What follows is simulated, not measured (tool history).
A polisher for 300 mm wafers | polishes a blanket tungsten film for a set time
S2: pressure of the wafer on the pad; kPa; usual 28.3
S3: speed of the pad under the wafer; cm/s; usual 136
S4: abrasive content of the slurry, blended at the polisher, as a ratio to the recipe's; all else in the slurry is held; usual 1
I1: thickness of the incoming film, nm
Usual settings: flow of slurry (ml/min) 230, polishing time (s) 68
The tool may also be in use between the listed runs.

Run 1, hour 0: usual settings but S4 0.8; I1 1339.4. Result: film removed (angstrom) 4786.
At hour 9: slurry tank refilled with fresh slurry and peroxide.
Run 2, hour 97.2: usual settings but S2 26.2 kPa, polishing time (s) 57; I1 1335.2. Result: film removed (angstrom) 3920.
At hour 165.8: worn pad replaced by a new one.
Run 3, hour 172.7: usual settings but S2 26.2 kPa, polishing time (s) 57; I1 1363.6. Result: film removed (angstrom) 3868.
Run 4, hour 241.2: usual settings; I1 1349.5. Result: film removed (angstrom) 4928.
At hour 305.6: slurry tank refilled with fresh slurry and peroxide.
Run 5, hour 338.6: usual settings; I1 1346.2. Result: film removed (angstrom) 4870.
Run 6, hour 412.6: usual settings; I1 1362. Result: film removed (angstrom) 4772.
At hour 433.7: slurry blender recalibrated.
At hour 438: worn pad replaced by a new one.
Run 7, hour 474: usual settings; I1 1345.1. Result: film removed (angstrom) 4828.
Run 8, hour 549.6: usual settings; I1 1348.1. Result: film removed (angstrom) 4780.
At hour 555.3: slurry tank refilled with fresh slurry and peroxide.
At hour 567.3: slurry nozzle cleaned.
Run 9, hour 612.8: usual settings; I1 1360.3. Result: film removed (angstrom) 5062.
At hour 681.9: worn pad replaced by a new one.
Run 10, hour 717.8: usual settings; I1 1344.5. Result: film removed (angstrom) 5103.
Run 11, hour 769: usual settings; I1 1343.4. Result: film removed (angstrom) 5016.
At hour 784.3: slurry tank refilled with fresh slurry and peroxide.
Run 12, hour 849.1: usual settings; I1 1327.2. Result: film removed (angstrom) 4990.
At hour 871.8: slurry blender recalibrated.
At hour 899.4: head pressure recalibrated.
At hour 917.5: worn pad replaced by a new one.
Run 13, hour 920.2: usual settings but flow of slurry (ml/min) 175, S3 184 cm/s, polishing time (s) 57; I1 1376.3. Result: film removed (angstrom) 5276.
Run 14, hour 990.6: usual settings but flow of slurry (ml/min) 180, S3 166 cm/s, S4 1.2, polishing time (s) 77; I1 1355.7. Result: film removed (angstrom) 6709.
Run 15, hour 1042.7: usual settings but S3 178 cm/s, polishing time (s) 76; I1 1351.6. Result: film removed (angstrom) 7004.
At hour 1052.7: slurry tank refilled with fresh slurry and peroxide.
At hour 1104.8: slurry nozzle cleaned.
Run 16, hour 1118.8: usual settings but flow of slurry (ml/min) 260, S3 148 cm/s; I1 1369.1. Result: film removed (angstrom) 5656.
At hour 1197.8: worn pad replaced by a new one.
Run 17, hour 1221.8: usual settings but S3 122 cm/s, polishing time (s) 45; I1 1334.8. Result: film removed (angstrom) 2928.

Run 18 comes next. What will it give?
Run 18, hour 1296.1: usual settings; I1 1355.5. Result: film removed (angstrom) ?.

film removed (angstrom): 4979
Without the tool's hidden state the same run would have given film removed (angstrom) 5092.

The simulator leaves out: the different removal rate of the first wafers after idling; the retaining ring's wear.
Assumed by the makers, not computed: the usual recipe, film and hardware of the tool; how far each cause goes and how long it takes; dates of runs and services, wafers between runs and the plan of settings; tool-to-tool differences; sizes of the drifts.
